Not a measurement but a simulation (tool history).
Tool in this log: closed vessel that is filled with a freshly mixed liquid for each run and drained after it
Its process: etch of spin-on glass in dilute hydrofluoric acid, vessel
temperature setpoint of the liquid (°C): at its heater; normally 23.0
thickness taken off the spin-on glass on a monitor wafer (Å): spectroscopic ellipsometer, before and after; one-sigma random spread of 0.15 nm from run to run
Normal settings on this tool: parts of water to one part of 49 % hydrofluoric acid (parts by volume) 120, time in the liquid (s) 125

run	day	temperature setpoint of the liquid (°C)	parts of water to one part of 49 % hydrofluoric acid (parts by volume)	time in the liquid (s)	read-back film thickness of the spin-on glass reference wafer, read on the same gauge (nm)	thickness taken off the spin-on glass on a monitor wafer (Å)
1	0.000	26.0	135	125	80.03	245.5
2	1.079	23.0	120	125	80.01	252.8
3	1.646	23.0	120	125	79.98	254.6
4	5.612	23.0	120	125	80.03	253.2
5	6.867	23.0	120	125	79.94	254.5
6	7.612	23.0	120	125	79.98	253.1
7	8.592	23.0	120	125	79.99	253.8
8	9.592	23.0	120	125	80.04	252.8
9	11.033	23.0	120	125	79.97	254.2
10	11.767	23.0	120	125	79.98	253.6
11	13.079	23.0	120	125	79.95	252.6
12	14.442	23.0	120	165	80.01	334.8
13	15.079	23.0	120	165	79.97	332.7
14	16.317	23.0	120	125	80.01	256.6
15	17.750	23.0	120	125	80.02	250.7
16	18.321	23.0	60	60	79.99	261.2
17	19.212	26.5	120	125	79.96	289.4
18	20.133	21.5	140	80	80.00	128.3
19	20.954	25.0	120	105	79.96	229.9
20	22.121	23.0	120	125	80.03	252.0
21	23.371	21.0	165	125	79.97	163.3
22	24.250	26.0	120	180	80.01	409.7
23	25.271	19.5	70	65	80.00	204.4
24	26.054	19.5	160	185	80.02	234.2
25	26.862	23.0	120	125	80.00	252.4
26	28.317	23.0	175	125	80.01	162.8
27	29.021	19.5	175	80	79.96	91.1
28	29.825	23.0	120	50	80.01	100.6
29	30.942	23.0	80	125	80.00	400.9
30	31.783	25.0	120	105	80.02	230.4
31	32.771	23.0	120	125	80.00	255.0
32	33.800	18.5	120	125	80.00	210.9
33	34.579	23.0	120	125	80.00	253.8
34	35.729	23.0	145	125	80.02	202.9

Between the runs listed above, the log contained 4 entries, not reproduced here. Where in the sequence does each belong, and how does what the log doesn't record of the tool's condition differ from the listed run before to the listed run after?
Runs 3 to 4: gauge calibrated (day 1.650)
  no difference in the tool's unlogged condition between these two runs
Runs 15 to 16: thermometer replaced (day 17.817)
  no difference in the tool's unlogged condition between these two runs
Runs 17 to 18: hydrofluoric acid flow meter replaced (day 19.367)
  no difference in the tool's unlogged condition between these two runs
Runs 20 to 21: gauge calibrated (day 22.438)
  no difference in the tool's unlogged condition between these two runs
